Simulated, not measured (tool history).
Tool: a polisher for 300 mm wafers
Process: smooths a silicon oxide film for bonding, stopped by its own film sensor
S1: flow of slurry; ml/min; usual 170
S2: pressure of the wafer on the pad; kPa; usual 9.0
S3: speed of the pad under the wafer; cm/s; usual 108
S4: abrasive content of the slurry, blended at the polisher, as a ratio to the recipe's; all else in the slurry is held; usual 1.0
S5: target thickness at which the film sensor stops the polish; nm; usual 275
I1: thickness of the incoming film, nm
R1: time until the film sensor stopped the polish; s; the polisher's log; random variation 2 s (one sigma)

run	hour	S1	S2	S3	S4	S5	I1	R1
1	0.0	170	9.0	108	0.8	275	340.4	170.0
# hour 8.0: worn pad replaced by a new one
# hour 14.6: slurry nozzle cleaned
2	24.2	170	9.0	108	0.8	275	346.5	190.8
3	58.3	170	9.0	108	0.8	275	344.0	182.1
4	90.4	125	9.0	108	1.0	275	339.2	157.7
5	122.5	125	9.0	108	1.0	275	341.4	165.4
6	144.7	125	9.0	108	1.0	275	340.3	165.1
# hour 205.4: worn pad replaced by a new one
# hour 213.0: slurry blender recalibrated
# hour 242.7: slurry nozzle cleaned
7	246.8	200	7.6	108	1.0	275	336.1	152.1
8	259.5	200	7.6	108	1.0	275	344.6	171.8
# hour 302.8: head pressure recalibrated
9	364.5	190	10.3	72	1.0	275	342.9	196.7
# hour 368.5: worn pad replaced by a new one
10	382.9	170	9.0	108	1.0	275	332.4	132.2
11	398.2	170	9.0	108	1.0	275	342.7	158.7
12	431.3	170	9.0	70	1.0	275	342.0	224.6
13	452.8	170	6.2	108	1.0	275	343.2	202.7

Run 14 comes next. What will it give?
# hour 474.9: slurry nozzle cleaned
14	475.4	155	10.3	126	1.0	289	334.4	?

{"run 14": {"R1": 88.8}}
Without the tool's hidden state the same run would have given R1 83.5 s.
